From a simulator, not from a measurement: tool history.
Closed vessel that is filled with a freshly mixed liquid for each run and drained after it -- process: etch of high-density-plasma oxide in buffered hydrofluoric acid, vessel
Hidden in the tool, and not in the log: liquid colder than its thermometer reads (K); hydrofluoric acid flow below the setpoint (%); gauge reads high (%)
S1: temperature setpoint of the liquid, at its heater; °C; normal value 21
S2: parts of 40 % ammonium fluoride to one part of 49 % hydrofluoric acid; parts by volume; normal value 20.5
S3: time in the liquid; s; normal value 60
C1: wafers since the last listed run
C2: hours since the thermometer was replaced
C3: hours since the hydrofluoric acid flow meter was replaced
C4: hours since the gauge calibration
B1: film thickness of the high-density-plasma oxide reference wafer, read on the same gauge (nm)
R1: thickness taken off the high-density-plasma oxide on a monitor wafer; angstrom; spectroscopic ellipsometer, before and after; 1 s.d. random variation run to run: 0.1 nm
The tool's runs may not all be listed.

Run 1, hour 0: usual settings; C1 0; C2 1561.5; C3 811; C4 199.6; B1 140.44. Result: R1 303.5 angstrom.
At hour 14: thermometer replaced.
Run 2, hour 18.5: usual settings; C1 2176; C2 4.5; C3 829.5; C4 218.1; B1 140.5. Result: R1 302.1 angstrom.
Run 3, hour 50.8: usual settings; C1 4018; C2 36.8; C3 861.8; C4 250.4; B1 140.61. Result: R1 303.7 angstrom.
Run 4, hour 86.3: usual settings; C1 4416; C2 72.3; C3 897.3; C4 285.9; B1 140.72. Result: R1 302.5 angstrom.
Run 5, hour 101.3: usual settings; C1 1865; C2 87.3; C3 912.3; C4 300.9; B1 140.75. Result: R1 303.2 angstrom.
Run 6, hour 114.9: usual settings; C1 1691; C2 100.9; C3 925.9; C4 314.5; B1 140.81. Result: R1 303.8 angstrom.
Run 7, hour 145.3: usual settings but S2 16.5 parts by volume; C1 3781; C2 131.3; C3 956.3; C4 344.9; B1 140.91. Result: R1 374.3 angstrom.
Run 8, hour 173: usual settings but S1 25 °C, S2 13 parts by volume, S3 50 s; C1 3445; C2 159; C3 984; C4 372.6; B1 140.97. Result: R1 494.8 angstrom.
At hour 183.4: hydrofluoric acid flow meter replaced.
Run 9, hour 197.4: usual settings but S1 22.5 °C; C1 2910; C2 183.4; C3 14; C4 397; B1 141.06. Result: R1 331.8 angstrom.
Run 10, hour 225.2: usual settings; C1 3458; C2 211.2; C3 41.8; C4 424.8; B1 141.15. Result: R1 305.6 angstrom.
Run 11, hour 295.4: usual settings; C1 8732; C2 281.4; C3 112; C4 495; B1 141.36. Result: R1 307 angstrom.
Run 12, hour 311.1: usual settings; C1 1953; C2 297.1; C3 127.7; C4 510.7; B1 141.42. Result: R1 303.7 angstrom.
Run 13, hour 346.4: usual settings but S2 26.5 parts by volume, S3 80 s; C1 4391; C2 332.4; C3 163; C4 546; B1 141.53. Result: R1 342 angstrom.
At hour 348.2: gauge calibrated.
Run 14, hour 367.2: usual settings; C1 2587; C2 353.2; C3 183.8; C4 19; B1 139.73. Result: R1 299.8 angstrom.
Run 15, hour 396.3: usual settings; C1 3619; C2 382.3; C3 212.9; C4 48.1; B1 139.83. Result: R1 304.1 angstrom.
Run 16, hour 413.5: usual settings but S1 18 °C; C1 2139; C2 399.5; C3 230.1; C4 65.3; B1 139.88. Result: R1 254.6 angstrom.
Run 17, hour 437.1: usual settings but S1 19 °C; C1 2935; C2 423.1; C3 253.7; C4 88.9; B1 139.96. Result: R1 269.8 angstrom.
Run 18, hour 469: usual settings but S1 25.5 °C, S2 16 parts by volume, S3 85 s; C1 3968; C2 455; C3 285.6; C4 120.8; B1 140.04. Result: R1 700.7 angstrom.
Run 19, hour 490.5: usual settings but S1 23 °C, S2 16 parts by volume, S3 40 s; C1 2674; C2 476.5; C3 307.1; C4 142.3; B1 140.12. Result: R1 285.8 angstrom.
Run 20, hour 521.2: usual settings; C1 3819; C2 507.2; C3 337.8; C4 173; B1 140.23. Result: R1 302.9 angstrom.
Run 21, hour 556.9: usual settings but S1 17 °C, S2 14 parts by volume; C1 4441; C2 542.9; C3 373.5; C4 208.7; B1 140.33. Result: R1 350.5 angstrom.
Run 22, hour 589.3: usual settings but S1 17 °C, S2 26 parts by volume, S3 35 s; C1 4030; C2 575.3; C3 405.9; C4 241.1; B1 140.43. Result: R1 120.2 angstrom.
Run 23, hour 618.3: usual settings; C1 3607; C2 604.3; C3 434.9; C4 270.1; B1 140.52. Result: R1 304.3 angstrom.
Run 24, hour 671.5: usual settings but S1 18.5 °C; C1 6617; C2 657.5; C3 488.1; C4 323.3; B1 140.71. Result: R1 263.9 angstrom.
Run 25, hour 697.8: usual settings but S3 85 s; C1 3271; C2 683.8; C3 514.4; C4 349.6; B1 140.78. Result: R1 430.8 angstrom.
Run 26, hour 726.7: usual settings; C1 3595; C2 712.7; C3 543.3; C4 378.5; B1 140.87. Result: R1 303 angstrom.
Run 27, hour 753.2: usual settings but S2 15 parts by volume, S3 70 s; C1 3296; C2 739.2; C3 569.8; C4 405; B1 140.95. Result: R1 479.2 angstrom.
Run 28, hour 779.9: usual settings; C1 3321; C2 765.9; C3 596.5; C4 431.7; B1 141.04. Result: R1 304.2 angstrom.
Run 29, hour 805.5: usual settings but S1 23 °C, S2 26 parts by volume, S3 50 s; C1 3184; C2 791.5; C3 622.1; C4 457.3; B1 141.12. Result: R1 240.6 angstrom.
Run 30, hour 836.4: usual settings; C1 3843; C2 822.4; C3 653; C4 488.2; B1 141.22. Result: R1 306.3 angstrom.
Run 31, hour 865.3: usual settings; C1 3595; C2 851.3; C3 681.9; C4 517.1; B1 141.29. Result: R1 304.9 angstrom.

For each run, the measured value with the value that run would have given without the tool's hidden condition subtracted. The run-to-run variation is shared by both, the gauge scatter possibly not:
run    R1
  1    +1
  2  +1.1
  3  +1.3
  4  +1.6
  5  +1.6
  6  +1.7
  7  +2.4
  8  +3.5
  9  +2.5
 10  +2.5
 11    +3
 12    +3
 13  +3.7
 14  -0.6
 15  -0.4
 16  -0.2
 17  -0.1
 18  +0.3
 19  +0.2
 20  +0.5
 21  +0.9
 22  +0.4
 23  +1.1
 24  +1.3
 25  +2.4
 26  +1.8
 27  +3.2
 28  +2.2
 29  +1.9
 30  +2.7
 31  +2.8
